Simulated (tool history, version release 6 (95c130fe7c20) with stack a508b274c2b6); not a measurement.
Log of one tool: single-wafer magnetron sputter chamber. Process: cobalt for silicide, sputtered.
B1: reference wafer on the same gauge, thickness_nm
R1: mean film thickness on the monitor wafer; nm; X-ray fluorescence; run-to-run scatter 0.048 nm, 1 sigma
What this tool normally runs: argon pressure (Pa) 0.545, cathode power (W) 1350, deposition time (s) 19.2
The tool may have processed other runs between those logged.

Run 1, day 0: usual settings but cathode power (W) 1450; B1 9.5. Result: R1 12.117 nm.
Run 2, day 0.542: usual settings but cathode power (W) 1450; B1 9.505. Result: R1 11.875 nm.
Run 3, day 1.217: usual settings but cathode power (W) 1450; B1 9.497. Result: R1 11.929 nm.
Run 4, day 1.792: usual settings; B1 9.502. Result: R1 11.197 nm.
Run 5, day 2.442: usual settings; B1 9.506. Result: R1 11.234 nm.
Run 6, day 3.188: usual settings; B1 9.502. Result: R1 11.163 nm.
Run 7, day 3.933: usual settings; B1 9.492. Result: R1 11.228 nm.
Run 8, day 4.512: usual settings; B1 9.503. Result: R1 11.063 nm.
Run 9, day 5.254: usual settings; B1 9.493. Result: R1 10.982 nm.
At day 5.917: magnet pack replaced, of another model than before.
Run 10, day 5.938: usual settings; B1 9.504. Result: R1 10.965 nm.
Run 11, day 6.175: usual settings but argon pressure (Pa) 0.46; B1 9.506. Result: R1 11.519 nm.
Run 12, day 6.871: usual settings but argon pressure (Pa) 0.46; B1 9.504. Result: R1 11.46 nm.
Run 13, day 7.379: usual settings but argon pressure (Pa) 0.46; B1 9.504. Result: R1 11.411 nm.
Run 14, day 8.121: usual settings but argon pressure (Pa) 0.693; B1 9.492. Result: R1 10.261 nm.
At day 8.462: sputter target and shields replaced.
At day 8.712: capacitance manometer re-zeroed and calibrated.
Run 15, day 8.733: usual settings but deposition time (s) 17.9; B1 9.503. Result: R1 10.587 nm.
Run 16, day 9.271: usual settings but argon pressure (Pa) 0.353, cathode power (W) 1650; B1 9.5. Result: R1 14.441 nm.
Run 17, day 9.571: usual settings; B1 9.498. Result: R1 11.215 nm.
At day 9.633: gauge calibrated.
Run 18, day 10.279: usual settings; B1 9.496. Result: R1 11.162 nm.
Run 19, day 10.588: usual settings but argon pressure (Pa) 0.747, cathode power (W) 1500, deposition time (s) 17.8; B1 9.488. Result: R1 10.186 nm.
Run 20, day 11.133: usual settings but cathode power (W) 1050, deposition time (s) 16.7; B1 9.497. Result: R1 8.101 nm.
Run 21, day 11.429: usual settings but argon pressure (Pa) 0.663, cathode power (W) 1600, deposition time (s) 21.9; B1 9.509. Result: R1 13.738 nm.
Run 22, day 12.108: usual settings but deposition time (s) 22.1; B1 9.493. Result: R1 12.776 nm.
Run 23, day 12.696: usual settings; B1 9.492. Result: R1 11.004 nm.
Run 24, day 13.321: usual settings but argon pressure (Pa) 0.348, cathode power (W) 1150; B1 9.5. Result: R1 10.693 nm.
Run 25, day 13.658: usual settings; B1 9.506. Result: R1 10.984 nm.
Run 26, day 13.938: usual settings; B1 9.499. Result: R1 11.047 nm.
Run 27, day 14.35: usual settings; B1 9.503. Result: R1 11.01 nm.
Run 28, day 14.846: usual settings but argon pressure (Pa) 0.718, cathode power (W) 1250, deposition time (s) 22.2; B1 9.489. Result: R1 11.111 nm.
Run 29, day 15.338: usual settings but cathode power (W) 1100, deposition time (s) 17.2; B1 9.506. Result: R1 8.431 nm.

Here are 3 independent what-if runs from the current tool condition. What would each one return?
Run A, day 15.354: usual settings; B1 ?. Result: R1 ?.
Run B, day 15.354: usual settings but argon pressure (Pa) 0.649, cathode power (W) 1150, deposition time (s) 17.8; B1 ?. Result: R1 ?.
Run C, day 15.354: usual settings but deposition time (s) 18; B1 ?. Result: R1 ?.

run     B1      R1
  A  9.504  10.908
  B  9.504   8.582
  C  9.504  10.226
Had the tool no hidden state, the same runs would have come out as:
run      R1
  A  11.504
  B   9.051
  C  10.785
